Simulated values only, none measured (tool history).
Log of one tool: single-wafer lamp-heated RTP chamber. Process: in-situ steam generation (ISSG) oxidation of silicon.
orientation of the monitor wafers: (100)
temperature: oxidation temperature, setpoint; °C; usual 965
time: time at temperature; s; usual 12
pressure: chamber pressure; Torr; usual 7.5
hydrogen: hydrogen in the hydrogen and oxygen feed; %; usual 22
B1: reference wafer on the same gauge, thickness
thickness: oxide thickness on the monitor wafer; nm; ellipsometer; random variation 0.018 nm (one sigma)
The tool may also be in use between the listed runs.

run 1 day=0 | temperature=965 time=12 pressure=7.5 hydrogen=22 | B1=3.8 | thickness=3.814
run 2 day=3.779 | temperature=965 time=12 pressure=7.5 hydrogen=22 | B1=3.808 | thickness=3.795
run 3 day=6.317 | temperature=965 time=12 pressure=7.5 hydrogen=22 | B1=3.8 | thickness=3.853
run 4 day=8.225 | temperature=965 time=12 pressure=7.5 hydrogen=22 | B1=3.8 | thickness=3.863
-- day=11.846 pyrometer window cleaned and pyrometer calibrated
run 5 day=12.142 | temperature=965 time=12 pressure=7.5 hydrogen=22 | B1=3.804 | thickness=3.777
run 6 day=15.046 | temperature=965 time=12 pressure=7.5 hydrogen=22 | B1=3.804 | thickness=3.795
run 7 day=18.692 | temperature=978 time=12 pressure=7.5 hydrogen=22 | B1=3.797 | thickness=3.951
run 8 day=22.617 | temperature=978 time=12 pressure=7.5 hydrogen=22 | B1=3.8 | thickness=3.942
run 9 day=27.079 | temperature=965 time=12 pressure=7.5 hydrogen=22 | B1=3.797 | thickness=3.818
run 10 day=29.775 | temperature=965 time=12 pressure=7.5 hydrogen=22 | B1=3.797 | thickness=3.834
run 11 day=33.421 | temperature=965 time=12 pressure=7.5 hydrogen=22 | B1=3.802 | thickness=3.895
-- day=36.262 pressure gauge zeroed
run 12 day=37.304 | temperature=965 time=12 pressure=7.5 hydrogen=22 | B1=3.795 | thickness=3.903
-- day=39.308 pyrometer window cleaned and pyrometer calibrated
run 13 day=40.062 | temperature=972 time=12 pressure=7.5 hydrogen=22 | B1=3.804 | thickness=3.829
run 14 day=43.179 | temperature=972 time=12 pressure=7.5 hydrogen=22 | B1=3.801 | thickness=3.855
run 15 day=47.15 | temperature=965 time=12 pressure=7.5 hydrogen=22 | B1=3.792 | thickness=3.794
run 16 day=49.558 | temperature=965 time=10 pressure=7.5 hydrogen=30 | B1=3.807 | thickness=3.89
run 17 day=52.9 | temperature=984 time=11 pressure=6.9 hydrogen=30 | B1=3.789 | thickness=4.202
run 18 day=56.112 | temperature=965 time=12 pressure=7.5 hydrogen=22 | B1=3.812 | thickness=3.825
run 19 day=58.379 | temperature=984 time=12 pressure=7.5 hydrogen=22 | B1=3.801 | thickness=4.085
run 20 day=61.867 | temperature=975 time=12 pressure=6.9 hydrogen=22 | B1=3.797 | thickness=3.99
run 21 day=63.621 | temperature=984 time=14 pressure=7 hydrogen=27 | B1=3.807 | thickness=4.661
-- day=65.779 gauge calibrated
-- day=66.567 pyrometer window cleaned and pyrometer calibrated
run 22 day=67.521 | temperature=965 time=12 pressure=6.9 hydrogen=22 | B1=3.8 | thickness=3.728
run 23 day=69.071 | temperature=965 time=12 pressure=7.5 hydrogen=22 | B1=3.796 | thickness=3.787
-- day=73.033 hydrogen flow controller replaced
run 24 day=74.208 | temperature=957 time=10 pressure=7.5 hydrogen=22 | B1=3.799 | thickness=3.471
run 25 day=76.083 | temperature=980 time=12 pressure=7.5 hydrogen=22 | B1=3.802 | thickness=3.956
run 26 day=79.075 | temperature=965 time=12 pressure=7.5 hydrogen=18 | B1=3.797 | thickness=3.588
run 27 day=86.212 | temperature=965 time=16 pressure=8.1 hydrogen=22 | B1=3.797 | thickness=4.26
-- day=88.971 pyrometer window cleaned and pyrometer calibrated
run 28 day=89.562 | temperature=965 time=12 pressure=8.6 hydrogen=22 | B1=3.793 | thickness=3.74
run 29 day=92.05 | temperature=965 time=12 pressure=7.5 hydrogen=22 | B1=3.808 | thickness=3.791
run 30 day=93.796 | temperature=965 time=12 pressure=7.5 hydrogen=22 | B1=3.801 | thickness=3.751
run 31 day=96.192 | temperature=965 time=12 pressure=7.5 hydrogen=22 | B1=3.794 | thickness=3.781
run 32 day=97.975 | temperature=965 time=12 pressure=7.5 hydrogen=22 | B1=3.795 | thickness=3.789

Forecast each of these 3 alternatives for the next run:
run A day=97.996 | temperature=965 time=12 pressure=7.5 hydrogen=22 | B1=? | thickness=?
run B day=97.996 | temperature=951 time=12 pressure=8.7 hydrogen=29 | B1=? | thickness=?
run C day=97.996 | temperature=965 time=8 pressure=7.5 hydrogen=22 | B1=? | thickness=?

run=A B1=3.8 thickness=3.768
run=B B1=3.8 thickness=3.881
run=C B1=3.8 thickness=3.234
Without the tool's hidden state the same runs would have given:
run=A thickness=3.751
run=B thickness=3.866
run=C thickness=3.223
